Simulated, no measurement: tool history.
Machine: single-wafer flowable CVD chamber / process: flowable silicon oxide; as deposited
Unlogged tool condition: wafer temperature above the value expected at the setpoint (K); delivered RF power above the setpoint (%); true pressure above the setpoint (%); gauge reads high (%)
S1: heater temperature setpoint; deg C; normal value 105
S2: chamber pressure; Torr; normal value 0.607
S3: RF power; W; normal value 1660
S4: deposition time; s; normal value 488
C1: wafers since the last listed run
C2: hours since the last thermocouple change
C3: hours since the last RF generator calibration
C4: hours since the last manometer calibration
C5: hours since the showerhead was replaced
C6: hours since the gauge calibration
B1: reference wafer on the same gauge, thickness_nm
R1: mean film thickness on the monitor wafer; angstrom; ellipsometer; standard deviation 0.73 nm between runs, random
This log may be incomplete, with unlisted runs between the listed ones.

{"run": 1, "hour": 0.0, "S1": 105, "S2": 0.607, "S3": 1660, "S4": 488, "C1": 0, "C2": 1074.7, "C3": 1269.9, "C4": 794.0, "C5": 2091.8, "C6": 1073.4, "B1": 157.68, "R1": 1669.11}
{"hour": 8.5, "done": "gauge calibrated"}
{"run": 2, "hour": 85.0, "S1": 105, "S2": 0.607, "S3": 1660, "S4": 488, "C1": 351, "C2": 1159.7, "C3": 1354.9, "C4": 879.0, "C5": 2176.8, "C6": 76.5, "B1": 158.082, "R1": 1654.35}
{"run": 3, "hour": 178.1, "S1": 105, "S2": 0.664, "S3": 1660, "S4": 488, "C1": 385, "C2": 1252.8, "C3": 1448.0, "C4": 972.1, "C5": 2269.9, "C6": 169.6, "B1": 158.017, "R1": 1814.62}
{"run": 4, "hour": 250.5, "S1": 105, "S2": 0.664, "S3": 1660, "S4": 488, "C1": 299, "C2": 1325.2, "C3": 1520.4, "C4": 1044.5, "C5": 2342.3, "C6": 242.0, "B1": 158.095, "R1": 1797.41}
{"run": 5, "hour": 286.8, "S1": 105, "S2": 0.664, "S3": 1660, "S4": 488, "C1": 150, "C2": 1361.5, "C3": 1556.7, "C4": 1080.8, "C5": 2378.6, "C6": 278.3, "B1": 158.113, "R1": 1796.93}
{"run": 6, "hour": 379.4, "S1": 105, "S2": 0.607, "S3": 1660, "S4": 488, "C1": 383, "C2": 1454.1, "C3": 1649.3, "C4": 1173.4, "C5": 2471.2, "C6": 370.9, "B1": 157.805, "R1": 1626.77}
{"run": 7, "hour": 425.3, "S1": 105, "S2": 0.607, "S3": 1660, "S4": 488, "C1": 189, "C2": 1500.0, "C3": 1695.2, "C4": 1219.3, "C5": 2517.1, "C6": 416.8, "B1": 158.043, "R1": 1654.43}
{"run": 8, "hour": 489.4, "S1": 105, "S2": 0.607, "S3": 1660, "S4": 488, "C1": 265, "C2": 1564.1, "C3": 1759.3, "C4": 1283.4, "C5": 2581.2, "C6": 480.9, "B1": 158.048, "R1": 1640.43}
{"run": 9, "hour": 563.9, "S1": 105, "S2": 0.607, "S3": 1660, "S4": 488, "C1": 308, "C2": 1638.6, "C3": 1833.8, "C4": 1357.9, "C5": 2655.7, "C6": 555.4, "B1": 158.167, "R1": 1629.08}
{"run": 10, "hour": 622.3, "S1": 105, "S2": 0.607, "S3": 1850, "S4": 488, "C1": 241, "C2": 1697.0, "C3": 1892.2, "C4": 1416.3, "C5": 2714.1, "C6": 613.8, "B1": 158.171, "R1": 1665.23}
{"run": 11, "hour": 700.2, "S1": 105, "S2": 0.676, "S3": 1660, "S4": 488, "C1": 322, "C2": 1774.9, "C3": 1970.1, "C4": 1494.2, "C5": 2792.0, "C6": 691.7, "B1": 157.866, "R1": 1811.58}
{"run": 12, "hour": 757.7, "S1": 105, "S2": 0.607, "S3": 1660, "S4": 488, "C1": 237, "C2": 1832.4, "C3": 2027.6, "C4": 1551.7, "C5": 2849.5, "C6": 749.2, "B1": 158.003, "R1": 1635.31}
{"hour": 766.5, "done": "capacitance manometer re-zeroed and calibrated"}
{"run": 13, "hour": 832.4, "S1": 105, "S2": 0.607, "S3": 1660, "S4": 488, "C1": 276, "C2": 1907.1, "C3": 2102.3, "C4": 65.9, "C5": 2924.2, "C6": 823.9, "B1": 158.194, "R1": 1668.26}
{"run": 14, "hour": 872.0, "S1": 105, "S2": 0.607, "S3": 1660, "S4": 488, "C1": 163, "C2": 1946.7, "C3": 2141.9, "C4": 105.5, "C5": 2963.8, "C6": 863.5, "B1": 157.659, "R1": 1677.84}
{"run": 15, "hour": 964.7, "S1": 105, "S2": 0.607, "S3": 1660, "S4": 488, "C1": 383, "C2": 2039.4, "C3": 2234.6, "C4": 198.2, "C5": 3056.5, "C6": 956.2, "B1": 158.021, "R1": 1671.45}
{"run": 16, "hour": 1041.2, "S1": 110, "S2": 0.607, "S3": 1905, "S4": 488, "C1": 316, "C2": 2115.9, "C3": 2311.1, "C4": 274.7, "C5": 3133.0, "C6": 1032.7, "B1": 158.036, "R1": 1449.79}
{"run": 17, "hour": 1091.2, "S1": 110, "S2": 0.607, "S3": 1660, "S4": 488, "C1": 206, "C2": 2165.9, "C3": 2361.1, "C4": 324.7, "C5": 3183.0, "C6": 1082.7, "B1": 158.061, "R1": 1404.05}
{"run": 18, "hour": 1142.2, "S1": 91, "S2": 0.654, "S3": 1835, "S4": 577, "C1": 211, "C2": 2216.9, "C3": 2412.1, "C4": 375.7, "C5": 3234.0, "C6": 1133.7, "B1": 158.088, "R1": 3538.33}
{"hour": 1152.4, "done": "gauge calibrated"}
{"hour": 1175.5, "done": "showerhead replaced"}
{"run": 19, "hour": 1244.8, "S1": 105, "S2": 0.607, "S3": 1660, "S4": 488, "C1": 391, "C2": 2319.5, "C3": 2514.7, "C4": 478.3, "C5": 69.3, "C6": 92.4, "B1": 157.783, "R1": 1678.89}
{"hour": 1281.9, "done": "thermocouple changed; heater temperature recalibrated"}
{"run": 20, "hour": 1290.4, "S1": 99, "S2": 0.607, "S3": 1660, "S4": 579, "C1": 155, "C2": 8.5, "C3": 2560.3, "C4": 523.9, "C5": 114.9, "C6": 138.0, "B1": 158.045, "R1": 2433.55}
{"run": 21, "hour": 1387.9, "S1": 105, "S2": 0.607, "S3": 1660, "S4": 488, "C1": 403, "C2": 106.0, "C3": 2657.8, "C4": 621.4, "C5": 212.4, "C6": 235.5, "B1": 158.247, "R1": 1661.74}
{"run": 22, "hour": 1458.5, "S1": 105, "S2": 0.607, "S3": 1555, "S4": 488, "C1": 292, "C2": 176.6, "C3": 2728.4, "C4": 692.0, "C5": 283.0, "C6": 306.1, "B1": 158.154, "R1": 1639.22}
{"hour": 1477.6, "done": "RF generator calibrated"}
{"run": 23, "hour": 1498.9, "S1": 105, "S2": 0.607, "S3": 1660, "S4": 488, "C1": 134, "C2": 217.0, "C3": 21.3, "C4": 732.4, "C5": 323.4, "C6": 346.5, "B1": 157.784, "R1": 1702.42}
{"run": 24, "hour": 1580.2, "S1": 92, "S2": 0.607, "S3": 1660, "S4": 488, "C1": 336, "C2": 298.3, "C3": 102.6, "C4": 813.7, "C5": 404.7, "C6": 427.8, "B1": 157.897, "R1": 2645.38}
{"run": 25, "hour": 1685.5, "S1": 105, "S2": 0.607, "S3": 1660, "S4": 488, "C1": 435, "C2": 403.6, "C3": 207.9, "C4": 919.0, "C5": 510.0, "C6": 533.1, "B1": 157.819, "R1": 1675.09}
{"run": 26, "hour": 1803.3, "S1": 105, "S2": 0.607, "S3": 1900, "S4": 580, "C1": 487, "C2": 521.4, "C3": 325.7, "C4": 1036.8, "C5": 627.8, "C6": 650.9, "B1": 158.336, "R1": 2040.78}
{"run": 27, "hour": 1857.3, "S1": 97, "S2": 0.607, "S3": 1925, "S4": 456, "C1": 223, "C2": 575.4, "C3": 379.7, "C4": 1090.8, "C5": 681.8, "C6": 704.9, "B1": 157.91, "R1": 2117.15}
{"run": 28, "hour": 1926.7, "S1": 99, "S2": 0.607, "S3": 1660, "S4": 558, "C1": 287, "C2": 644.8, "C3": 449.1, "C4": 1160.2, "C5": 751.2, "C6": 774.3, "B1": 157.595, "R1": 2354.66}

Below are 4 alternative next runs, each starting from the tool's condition after run 28. Predict each:
{"run": "A", "hour": 1927.2, "S1": 114, "S2": 0.607, "S3": 1660, "S4": 488, "C1": 2, "C2": 645.3, "C3": 449.6, "C4": 1160.7, "C5": 751.7, "C6": 774.8, "B1": "?", "R1": "?"}
{"run": "B", "hour": 1927.2, "S1": 115, "S2": 0.507, "S3": 1365, "S4": 488, "C1": 2, "C2": 645.3, "C3": 449.6, "C4": 1160.7, "C5": 751.7, "C6": 774.8, "B1": "?", "R1": "?"}
{"run": "C", "hour": 1927.2, "S1": 118, "S2": 0.607, "S3": 1660, "S4": 551, "C1": 2, "C2": 645.3, "C3": 449.6, "C4": 1160.7, "C5": 751.7, "C6": 774.8, "B1": "?", "R1": "?"}
{"run": "D", "hour": 1927.2, "S1": 118, "S2": 0.698, "S3": 1510, "S4": 582, "C1": 2, "C2": 645.3, "C3": 449.6, "C4": 1160.7, "C5": 751.7, "C6": 774.8, "B1": "?", "R1": "?"}

run=A B1=157.814 R1=1234.21
run=B B1=157.814 R1=952.16
run=C B1=157.814 R1=1226.75
run=D B1=157.814 R1=1456.36
What these runs would have given with no unlogged condition in the tool:
run=A R1=1263.74
run=B R1=977.75
run=C R1=1256.10
run=D R1=1494.45
